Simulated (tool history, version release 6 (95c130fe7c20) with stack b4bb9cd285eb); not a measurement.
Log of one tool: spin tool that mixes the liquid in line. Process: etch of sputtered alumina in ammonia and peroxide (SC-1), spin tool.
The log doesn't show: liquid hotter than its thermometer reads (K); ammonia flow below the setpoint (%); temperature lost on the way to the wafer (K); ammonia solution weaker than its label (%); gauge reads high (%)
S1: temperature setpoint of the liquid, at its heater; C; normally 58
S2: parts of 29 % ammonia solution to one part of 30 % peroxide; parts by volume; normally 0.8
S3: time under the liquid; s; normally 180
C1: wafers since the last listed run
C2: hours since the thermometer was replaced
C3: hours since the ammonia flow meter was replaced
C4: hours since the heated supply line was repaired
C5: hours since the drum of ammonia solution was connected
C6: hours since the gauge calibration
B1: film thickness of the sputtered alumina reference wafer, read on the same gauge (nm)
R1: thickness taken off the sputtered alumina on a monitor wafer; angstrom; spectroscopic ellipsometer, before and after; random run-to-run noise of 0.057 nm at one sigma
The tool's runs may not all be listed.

run 1 day=0 | S1=58 S2=0.8 S3=180 | C1=0 C2=354.4 C3=70.5 C4=1148.6 C5=229.3 C6=852.1 | B1=130.02 | R1=163.3
run 2 day=2.692 | S1=58 S2=0.8 S3=180 | C1=304 C2=419 C3=135.1 C4=1213.2 C5=293.9 C6=916.7 | B1=129.99 | R1=163.5
run 3 day=5.421 | S1=58 S2=0.8 S3=180 | C1=309 C2=484.5 C3=200.6 C4=1278.7 C5=359.4 C6=982.2 | B1=129.96 | R1=163.6
run 4 day=8.396 | S1=58 S2=0.8 S3=180 | C1=336 C2=555.9 C3=272 C4=1350.1 C5=430.8 C6=1053.6 | B1=129.99 | R1=163.3
-- day=9.317 new drum of ammonia solution connected
run 5 day=11.225 | S1=58 S2=1.1 S3=180 | C1=315 C2=623.8 C3=339.9 C4=1418 C5=45.8 C6=1121.5 | B1=129.99 | R1=169.5
run 6 day=13.083 | S1=58 S2=0.8 S3=180 | C1=210 C2=668.4 C3=384.5 C4=1462.6 C5=90.4 C6=1166.1 | B1=129.97 | R1=164.4
run 7 day=14.742 | S1=58 S2=0.8 S3=180 | C1=187 C2=708.2 C3=424.3 C4=1502.4 C5=130.2 C6=1205.9 | B1=129.98 | R1=164.1
run 8 day=16.342 | S1=64 S2=0.8 S3=180 | C1=181 C2=746.6 C3=462.7 C4=1540.8 C5=168.6 C6=1244.3 | B1=130 | R1=222.9
-- day=18.104 gauge calibrated
run 9 day=18.512 | S1=58 S2=0.8 S3=120 | C1=245 C2=798.7 C3=514.8 C4=1592.9 C5=220.7 C6=9.8 | B1=130.02 | R1=109.5
run 10 day=21.296 | S1=58 S2=0.8 S3=120 | C1=315 C2=865.5 C3=581.6 C4=1659.7 C5=287.5 C6=76.6 | B1=130.01 | R1=108.4
run 11 day=23.579 | S1=58 S2=0.8 S3=120 | C1=258 C2=920.3 C3=636.4 C4=1714.5 C5=342.3 C6=131.4 | B1=130.01 | R1=108.5
run 12 day=26.071 | S1=58 S2=0.8 S3=180 | C1=282 C2=980.1 C3=696.2 C4=1774.3 C5=402.1 C6=191.2 | B1=130.01 | R1=162.3
-- day=26.183 new drum of ammonia solution connected
-- day=27.733 heated supply line repaired
run 13 day=28.904 | S1=49 S2=0.6 S3=125 | C1=311 C2=1048.1 C3=764.2 C4=28.1 C5=65.3 C6=259.2 | B1=130.01 | R1=68.9
run 14 day=30.921 | S1=66 S2=0.8 S3=180 | C1=228 C2=1096.5 C3=812.6 C4=76.5 C5=113.7 C6=307.6 | B1=129.99 | R1=247.3
run 15 day=33.388 | S1=58 S2=0.8 S3=215 | C1=279 C2=1155.7 C3=871.8 C4=135.7 C5=172.9 C6=366.8 | B1=129.98 | R1=196
run 16 day=36.046 | S1=58 S2=0.6 S3=95 | C1=301 C2=1219.5 C3=935.6 C4=199.5 C5=236.7 C6=430.6 | B1=130.01 | R1=83.9
run 17 day=37.058 | S1=64 S2=0.8 S3=75 | C1=114 C2=1243.8 C3=959.9 C4=223.8 C5=261 C6=454.9 | B1=130.02 | R1=92.5
-- day=39.067 thermometer replaced
run 18 day=39.742 | S1=61.5 S2=1.05 S3=290 | C1=299 C2=16.2 C3=1024.3 C4=288.2 C5=325.4 C6=519.3 | B1=130.02 | R1=322.3
-- day=40.254 ammonia flow meter replaced
run 19 day=40.8 | S1=58 S2=0.95 S3=220 | C1=115 C2=41.6 C3=13.1 C4=313.6 C5=350.8 C6=544.7 | B1=130.01 | R1=202.7
run 20 day=42.392 | S1=58 S2=1 S3=280 | C1=180 C2=79.8 C3=51.3 C4=351.8 C5=389 C6=582.9 | B1=129.99 | R1=258.8

Run 21, settings as shown, results not yet in. Your forecast:
-- day=43.121 new drum of ammonia solution connected
run 21 day=44.442 | S1=48.5 S2=0.8 S3=180 | C1=227 C2=129 C3=100.5 C4=401 C5=31.7 C6=632.1 | B1=? | R1=?

B1: 130
R1: 98.8 angstrom
With no hidden state in the tool, this same run would have given R1 98.9 angstrom.
